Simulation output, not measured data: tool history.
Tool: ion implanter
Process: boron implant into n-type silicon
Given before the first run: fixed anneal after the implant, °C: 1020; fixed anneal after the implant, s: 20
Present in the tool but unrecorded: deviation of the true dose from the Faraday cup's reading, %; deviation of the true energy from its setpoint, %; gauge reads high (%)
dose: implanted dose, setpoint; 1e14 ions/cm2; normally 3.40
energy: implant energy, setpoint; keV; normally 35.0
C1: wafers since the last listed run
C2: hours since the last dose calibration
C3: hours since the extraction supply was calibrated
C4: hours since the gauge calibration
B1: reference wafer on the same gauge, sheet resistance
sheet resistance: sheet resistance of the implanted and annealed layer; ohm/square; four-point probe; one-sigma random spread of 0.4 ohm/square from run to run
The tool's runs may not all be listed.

run 1 hour=0.0 | dose=3.40 energy=35.0 | C1=0 C2=811.0 C3=3829.5 C4=439.6 | B1=315.07 | sheet_resistance=261.31
run 2 hour=26.0 | dose=3.40 energy=27.5 | C1=772 C2=837.0 C3=3855.5 C4=465.6 | B1=314.91 | sheet_resistance=269.25
run 3 hour=49.5 | dose=3.40 energy=27.5 | C1=697 C2=860.5 C3=3879.0 C4=489.1 | B1=314.89 | sheet_resistance=267.96
run 4 hour=78.3 | dose=3.40 energy=35.0 | C1=855 C2=889.3 C3=3907.8 C4=517.9 | B1=315.02 | sheet_resistance=261.36
run 5 hour=111.9 | dose=3.63 energy=31.5 | C1=997 C2=922.9 C3=3941.4 C4=551.5 | B1=314.98 | sheet_resistance=251.24
run 6 hour=146.9 | dose=3.63 energy=31.5 | C1=1039 C2=957.9 C3=3976.4 C4=586.5 | B1=315.08 | sheet_resistance=250.05
run 7 hour=181.2 | dose=4.14 energy=41.0 | C1=1018 C2=992.2 C3=4010.7 C4=620.8 | B1=315.02 | sheet_resistance=218.67
-- hour=239.8 Faraday cup replaced and dose calibrated
run 8 hour=242.4 | dose=4.14 energy=41.0 | C1=1579 C2=2.6 C3=4071.9 C4=682.0 | B1=315.00 | sheet_resistance=222.29
run 9 hour=273.8 | dose=3.40 energy=35.0 | C1=932 C2=34.0 C3=4103.3 C4=713.4 | B1=315.07 | sheet_resistance=265.29
run 10 hour=289.0 | dose=3.40 energy=35.0 | C1=451 C2=49.2 C3=4118.5 C4=728.6 | B1=315.09 | sheet_resistance=265.84
-- hour=292.5 gauge calibrated
run 11 hour=314.4 | dose=3.40 energy=35.0 | C1=754 C2=74.6 C3=4143.9 C4=21.9 | B1=314.96 | sheet_resistance=265.44
run 12 hour=346.7 | dose=3.40 energy=35.0 | C1=959 C2=106.9 C3=4176.2 C4=54.2 | B1=315.04 | sheet_resistance=265.48
run 13 hour=362.7 | dose=3.40 energy=35.0 | C1=475 C2=122.9 C3=4192.2 C4=70.2 | B1=315.04 | sheet_resistance=264.91
run 14 hour=377.9 | dose=2.48 energy=35.0 | C1=451 C2=138.1 C3=4207.4 C4=85.4 | B1=314.89 | sheet_resistance=340.19
run 15 hour=398.1 | dose=2.41 energy=35.0 | C1=599 C2=158.3 C3=4227.6 C4=105.6 | B1=314.94 | sheet_resistance=348.30
run 16 hour=418.6 | dose=3.40 energy=35.0 | C1=608 C2=178.8 C3=4248.1 C4=126.1 | B1=315.08 | sheet_resistance=264.71
run 17 hour=430.7 | dose=3.40 energy=35.0 | C1=359 C2=190.9 C3=4260.2 C4=138.2 | B1=314.98 | sheet_resistance=264.20

Run 18, settings as shown, results not yet in. Your forecast:
-- hour=445.8 extraction supply calibrated
run 18 hour=465.6 | dose=3.13 energy=45.0 | C1=798 C2=225.8 C3=19.8 C4=173.1 | B1=? | sheet_resistance=?

B1: 314.97
sheet resistance: 275.62 ohm/square
Take away the tool's hidden state, keep the run-to-run variation as it was, and the same run would have given sheet resistance 276.77 ohm/square.
